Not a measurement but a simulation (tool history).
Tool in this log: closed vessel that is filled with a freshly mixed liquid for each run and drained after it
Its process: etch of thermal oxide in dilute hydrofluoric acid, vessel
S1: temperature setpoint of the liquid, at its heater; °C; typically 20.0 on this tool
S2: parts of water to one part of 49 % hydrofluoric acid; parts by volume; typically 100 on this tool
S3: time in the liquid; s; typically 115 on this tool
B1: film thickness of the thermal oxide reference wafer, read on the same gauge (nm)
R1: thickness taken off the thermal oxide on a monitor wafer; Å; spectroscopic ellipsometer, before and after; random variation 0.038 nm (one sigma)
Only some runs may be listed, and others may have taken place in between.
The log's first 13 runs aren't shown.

{"run": 14, "day": 36.267, "S1": 20.0, "S2": 85, "S3": 115, "B1": 140.011, "R1": 57.15}
{"day": 38.171, "done": "gauge calibrated"}
{"run": 15, "day": 39.258, "S1": 18.5, "S2": 125, "S3": 75, "B1": 140.04, "R1": 22.86}
{"run": 16, "day": 42.675, "S1": 20.0, "S2": 100, "S3": 115, "B1": 139.99, "R1": 48.06}
{"run": 17, "day": 46.788, "S1": 20.0, "S2": 100, "S3": 115, "B1": 140.016, "R1": 46.72}
{"run": 18, "day": 50.142, "S1": 22.0, "S2": 100, "S3": 115, "B1": 140.001, "R1": 51.62}
{"day": 51.292, "done": "hydrofluoric acid flow meter replaced"}
{"run": 19, "day": 52.446, "S1": 20.0, "S2": 100, "S3": 115, "B1": 140.021, "R1": 48.87}
{"run": 20, "day": 56.021, "S1": 23.5, "S2": 115, "S3": 135, "B1": 139.982, "R1": 56.45}
{"run": 21, "day": 58.158, "S1": 21.5, "S2": 145, "S3": 150, "B1": 140.026, "R1": 44.47}
{"run": 22, "day": 60.379, "S1": 20.0, "S2": 100, "S3": 115, "B1": 139.987, "R1": 49.1}
{"run": 23, "day": 64.796, "S1": 20.0, "S2": 150, "S3": 90, "B1": 140.0, "R1": 24.11}
{"run": 24, "day": 67.629, "S1": 20.0, "S2": 100, "S3": 115, "B1": 139.984, "R1": 48.68}
{"run": 25, "day": 71.675, "S1": 20.0, "S2": 135, "S3": 80, "B1": 140.014, "R1": 23.97}
{"run": 26, "day": 74.371, "S1": 21.5, "S2": 150, "S3": 80, "B1": 139.992, "R1": 22.39}
{"run": 27, "day": 78.212, "S1": 20.0, "S2": 100, "S3": 115, "B1": 139.992, "R1": 47.79}
{"run": 28, "day": 80.108, "S1": 23.5, "S2": 100, "S3": 185, "B1": 139.997, "R1": 89.53}
{"run": 29, "day": 82.929, "S1": 17.0, "S2": 65, "S3": 135, "B1": 140.004, "R1": 79.54}
{"run": 30, "day": 86.367, "S1": 17.0, "S2": 100, "S3": 55, "B1": 139.994, "R1": 20.18}
{"run": 31, "day": 88.875, "S1": 23.5, "S2": 85, "S3": 135, "B1": 140.017, "R1": 78.14}
{"run": 32, "day": 90.7, "S1": 25.0, "S2": 100, "S3": 70, "B1": 140.005, "R1": 35.36}
{"run": 33, "day": 93.312, "S1": 20.0, "S2": 100, "S3": 115, "B1": 140.009, "R1": 47.51}

Branching from run 33: 4 alternative next runs. What would each branch give?
{"run": "A", "day": 93.342, "S1": 20.0, "S2": 100, "S3": 115, "B1": "?", "R1": "?"}
{"run": "B", "day": 93.342, "S1": 17.0, "S2": 125, "S3": 55, "B1": "?", "R1": "?"}
{"run": "C", "day": 93.342, "S1": 25.0, "S2": 100, "S3": 150, "B1": "?", "R1": "?"}
{"run": "D", "day": 93.342, "S1": 21.5, "S2": 140, "S3": 180, "B1": "?", "R1": "?"}

run=A B1=140.020 R1=47.90
run=B B1=140.020 R1=15.76
run=C B1=140.020 R1=76.35
run=D B1=140.020 R1=54.37
With no hidden state in the tool, these same runs would have given:
run=A R1=49.45
run=B R1=16.28
run=C R1=78.84
run=D R1=56.19

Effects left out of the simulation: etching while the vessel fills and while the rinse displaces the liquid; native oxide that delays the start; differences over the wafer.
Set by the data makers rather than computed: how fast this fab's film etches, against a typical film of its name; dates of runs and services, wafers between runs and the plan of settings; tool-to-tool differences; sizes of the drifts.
